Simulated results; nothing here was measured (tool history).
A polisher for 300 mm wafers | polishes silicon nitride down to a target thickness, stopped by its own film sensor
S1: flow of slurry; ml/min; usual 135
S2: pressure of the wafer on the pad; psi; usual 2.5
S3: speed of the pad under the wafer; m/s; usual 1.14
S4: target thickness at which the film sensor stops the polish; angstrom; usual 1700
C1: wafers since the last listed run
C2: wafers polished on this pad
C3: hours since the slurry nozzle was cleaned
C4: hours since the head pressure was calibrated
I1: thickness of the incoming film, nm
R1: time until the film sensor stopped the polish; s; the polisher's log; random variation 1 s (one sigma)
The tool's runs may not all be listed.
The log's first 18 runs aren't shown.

| run | day | S1 | S2 | S3 | S4 | C1 | C2 | C3 | C4 | I1 | R1 |
|---|---|---|---|---|---|---|---|---|---|---|---|
| 19 | 56.442 | 95 | 2.5 | 1.14 | 1700 | 992 | 1864 | 596.8 | 494.2 | 269.8 | 78.3 |
| 20 | 62.842 | 110 | 2.5 | 1.14 | 1700 | 1849 | 3713 | 750.4 | 647.8 | 265.5 | 72.2 |
|  | 63.417 | slurry nozzle cleaned |
| 21 | 66.742 | 135 | 2.5 | 1.14 | 1500 | 1114 | 4828 | 79.8 | 741.4 | 266.5 | 86.7 |
| 22 | 69.379 | 135 | 1.6 | 0.78 | 1700 | 762 | 5591 | 143.1 | 804.7 | 270.7 | 160.0 |
| 23 | 73.092 | 180 | 2.2 | 0.84 | 1700 | 1072 | 6663 | 232.2 | 893.8 | 266.9 | 101.8 |
|  | 74.317 | worn pad replaced by a new one |
| 24 | 77.496 | 135 | 2.5 | 1.14 | 1880 | 1224 | 919 | 337.9 | 999.5 | 271.3 | 65.2 |
| 25 | 80.875 | 135 | 2.5 | 1.14 | 1700 | 976 | 1895 | 419.0 | 1080.6 | 271.6 | 80.9 |
| 26 | 82.375 | 135 | 2.5 | 1.14 | 1700 | 433 | 2329 | 455.0 | 1116.6 | 268.1 | 77.1 |
|  | 84.725 | head pressure recalibrated |
| 27 | 85.171 | 135 | 2.5 | 1.14 | 1700 | 783 | 3112 | 522.1 | 10.7 | 268.4 | 69.7 |
| 28 | 89.279 | 90 | 2.5 | 0.88 | 1700 | 1187 | 4300 | 620.7 | 109.3 | 267.8 | 89.7 |
| 29 | 92.542 | 135 | 2.5 | 0.74 | 1920 | 942 | 5242 | 699.0 | 187.6 | 268.8 | 76.6 |
| 30 | 95.225 | 135 | 2.5 | 1.14 | 1700 | 775 | 6018 | 763.4 | 252.0 | 268.6 | 70.3 |
|  | 97.158 | worn pad replaced by a new one |
| 31 | 98.725 | 135 | 2.5 | 1.14 | 1700 | 963 | 452 | 847.4 | 336.0 | 268.6 | 71.0 |
| 32 | 100.225 | 135 | 2.5 | 1.14 | 1420 | 433 | 886 | 883.4 | 372.0 | 274.4 | 93.5 |
|  | 100.671 | slurry nozzle cleaned |
| 33 | 104.650 | 135 | 2.5 | 1.14 | 1860 | 1266 | 2152 | 95.5 | 478.2 | 272.2 | 62.8 |
| 34 | 108.250 | 135 | 2.5 | 1.14 | 1700 | 1040 | 3193 | 181.9 | 564.6 | 273.4 | 76.2 |
| 35 | 109.871 | 175 | 2.5 | 1.40 | 1700 | 468 | 3661 | 220.8 | 603.5 | 268.0 | 59.2 |
| 36 | 115.612 | 110 | 2.5 | 1.38 | 1700 | 1659 | 5320 | 358.6 | 741.3 | 268.4 | 64.5 |

Forecast each of these 5 alternatives for the next run:
| A | 115.629 | 135 | 2.5 | 1.14 | 1700 | 4 | 5325 | 359.0 | 741.7 | 269.4 | ? |
| B | 115.629 | 180 | 1.6 | 1.44 | 1440 | 4 | 5325 | 359.0 | 741.7 | 269.4 | ? |
| C | 115.629 | 155 | 1.8 | 1.48 | 1700 | 4 | 5325 | 359.0 | 741.7 | 269.4 | ? |
| D | 115.629 | 135 | 1.7 | 0.80 | 1380 | 4 | 5325 | 359.0 | 741.7 | 269.4 | ? |
| E | 115.629 | 135 | 3.2 | 1.14 | 1370 | 4 | 5325 | 359.0 | 741.7 | 269.4 | ? |

| run | R1 |
|---|---|
| A | 72.6 |
| B | 112.0 |
| C | 79.1 |
| D | 183.4 |
| E | 76.4 |
Without the tool's hidden state the same runs would have given:
| run | R1 |
|---|---|
| A | 70.4 |
| B | 108.6 |
| C | 76.7 |
| D | 177.8 |
| E | 74.1 |
